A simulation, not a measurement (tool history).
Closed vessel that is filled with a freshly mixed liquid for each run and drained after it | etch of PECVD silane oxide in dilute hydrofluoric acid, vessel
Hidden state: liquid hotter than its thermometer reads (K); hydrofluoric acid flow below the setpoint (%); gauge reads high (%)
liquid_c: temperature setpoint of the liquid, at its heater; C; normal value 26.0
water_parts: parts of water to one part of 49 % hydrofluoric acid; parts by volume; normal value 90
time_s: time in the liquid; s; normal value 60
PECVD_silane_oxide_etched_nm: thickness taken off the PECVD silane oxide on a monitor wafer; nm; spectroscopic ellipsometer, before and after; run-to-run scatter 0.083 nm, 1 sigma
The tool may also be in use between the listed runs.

run	hour	liquid_c	water_parts	time_s	wafers since the last listed run	hours since the thermometer was replaced	hours since the hydrofluoric acid flow meter was replaced	hours since the gauge calibration	read-back film thickness of the PECVD silane oxide reference wafer, read on the same gauge (nm)	PECVD_silane_oxide_etched_nm
1	0.0	26.0	90	60	0	589.6	47.6	148.1	120.03	27.60
2	49.8	26.0	90	60	3460	639.4	97.4	197.9	119.98	27.80
3	75.3	26.0	90	60	1772	664.9	122.9	223.4	120.03	27.64
4	146.7	26.0	90	90	4962	736.3	194.3	294.8	120.01	41.58
5	175.1	26.0	90	80	1973	764.7	222.7	323.2	120.03	37.07
6	228.2	26.0	90	80	3690	817.8	275.8	376.3	119.98	37.12
7	299.2	26.0	90	80	4934	888.8	346.8	447.3	120.00	37.02
# hour 334.3: hydrofluoric acid flow meter replaced
8	344.4	27.5	90	60	3071	934.0	10.1	492.5	120.01	29.49
9	412.6	27.5	90	60	4739	1002.2	78.3	560.7	119.96	29.60
10	462.8	26.0	90	60	3488	1052.4	128.5	610.9	119.98	27.94
11	503.6	30.5	45	45	2835	1093.2	169.3	651.7	120.04	53.24
12	541.8	26.0	90	60	2654	1131.4	207.5	689.9	120.00	27.90
13	573.7	24.5	90	30	2216	1163.3	239.4	721.8	119.99	13.01
# hour 673.4: thermometer replaced
14	674.6	27.5	65	45	6942	1.2	340.3	822.7	120.03	31.63
# hour 721.2: gauge calibrated
# hour 725.3: hydrofluoric acid flow meter replaced
15	729.6	26.0	90	40	3752	56.2	4.3	8.4	120.04	18.43
16	791.8	28.0	90	60	4322	118.4	66.5	70.6	119.99	29.75
17	831.7	26.0	90	60	2772	158.3	106.4	110.5	120.02	27.76
18	866.9	30.0	115	30	2446	193.5	141.6	145.7	119.99	12.21
19	933.3	26.0	90	60	4614	259.9	208.0	212.1	119.99	27.87

5 options for the next run, each taken on its own from the tool as it stands now. Forecast them:
A	934.0	26.0	90	60	48	260.6	208.7	212.8	?	?
B	934.0	27.5	130	90	48	260.6	208.7	212.8	?	?
C	934.0	26.0	65	90	48	260.6	208.7	212.8	?	?
D	934.0	21.0	90	60	48	260.6	208.7	212.8	?	?
E	934.0	26.0	110	60	48	260.6	208.7	212.8	?	?

run	read-back film thickness of the PECVD silane oxide reference wafer, read on the same gauge (nm)	PECVD_silane_oxide_etched_nm
A	120.01	27.71
B	120.01	28.95
C	120.01	59.51
D	120.01	22.68
E	120.01	22.10
Without the tool's hidden state the same runs would have given:
run	PECVD_silane_oxide_etched_nm
A	27.71
B	28.95
C	59.51
D	22.68
E	22.10

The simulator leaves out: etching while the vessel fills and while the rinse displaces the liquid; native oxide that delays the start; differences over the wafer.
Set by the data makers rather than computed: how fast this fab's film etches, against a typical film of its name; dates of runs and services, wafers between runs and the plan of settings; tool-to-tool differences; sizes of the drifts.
